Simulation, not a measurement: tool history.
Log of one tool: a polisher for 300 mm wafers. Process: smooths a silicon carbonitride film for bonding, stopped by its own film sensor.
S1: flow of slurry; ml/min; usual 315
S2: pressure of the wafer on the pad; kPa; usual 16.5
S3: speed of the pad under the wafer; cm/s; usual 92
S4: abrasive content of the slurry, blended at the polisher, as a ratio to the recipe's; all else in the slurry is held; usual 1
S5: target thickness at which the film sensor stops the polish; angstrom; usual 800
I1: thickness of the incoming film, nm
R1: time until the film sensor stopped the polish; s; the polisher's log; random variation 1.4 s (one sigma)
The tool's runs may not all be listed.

| run | hour | S1 | S2 | S3 | S4 | S5 | I1 | R1 |
|---|---|---|---|---|---|---|---|---|
| 1 | 0 | 315 | 16.5 | 92 | 1 | 800 | 100 | 110.4 |
| 2 | 12.2 | 315 | 16.5 | 92 | 1 | 800 | 101.5 | 115.7 |
| 3 | 27.2 | 315 | 16.5 | 92 | 1 | 800 | 99.9 | 110.5 |
| 4 | 42.8 | 315 | 16.5 | 92 | 1 | 800 | 99.3 | 108.2 |
| 5 | 60.1 | 315 | 16.5 | 92 | 1 | 800 | 100.7 | 120.1 |
|  | 70.9 | slurry blender recalibrated |
| 6 | 76.9 | 315 | 16.5 | 92 | 1 | 800 | 98.2 | 87.8 |
|  | 80.7 | head pressure recalibrated |
|  | 82.7 | slurry nozzle cleaned |
| 7 | 94.4 | 315 | 16.5 | 92 | 0.8 | 800 | 99 | 104.2 |
| 8 | 109.8 | 315 | 13.1 | 92 | 0.9 | 800 | 98.7 | 129.8 |
| 9 | 117.6 | 315 | 16.5 | 92 | 1 | 800 | 98.6 | 96.7 |
|  | 135.1 | worn pad replaced by a new one |
| 10 | 135.6 | 265 | 16.5 | 108 | 0.9 | 760 | 100.7 | 109.6 |
| 11 | 139.9 | 315 | 16.5 | 92 | 1 | 800 | 100 | 90.6 |
| 12 | 146 | 315 | 13.8 | 102 | 1.2 | 740 | 99.9 | 122.7 |
| 13 | 158.9 | 315 | 16.5 | 92 | 1 | 800 | 100.4 | 94.1 |
| 14 | 171.2 | 315 | 16.5 | 118 | 1 | 740 | 99.5 | 97.4 |
| 15 | 189.2 | 370 | 16.5 | 74 | 0.75 | 800 | 100 | 125.2 |

4 ways to go on from here, each from the tool as it stands after run 15. What would each give?
| A | 189.6 | 315 | 16.5 | 92 | 1 | 800 | 100 | ? |
| B | 189.6 | 315 | 21.4 | 92 | 0.75 | 800 | 100 | ? |
| C | 189.6 | 315 | 16.5 | 74 | 1 | 840 | 100 | ? |
| D | 189.6 | 315 | 20.7 | 92 | 1 | 800 | 100 | ? |

| run | R1 |
|---|---|
| A | 96 |
| B | 84.7 |
| C | 90.8 |
| D | 76.8 |
Without the tool's hidden state the same runs would have given:
| run | R1 |
|---|---|
| A | 88.4 |
| B | 77.5 |
| C | 83.7 |
| D | 70.7 |

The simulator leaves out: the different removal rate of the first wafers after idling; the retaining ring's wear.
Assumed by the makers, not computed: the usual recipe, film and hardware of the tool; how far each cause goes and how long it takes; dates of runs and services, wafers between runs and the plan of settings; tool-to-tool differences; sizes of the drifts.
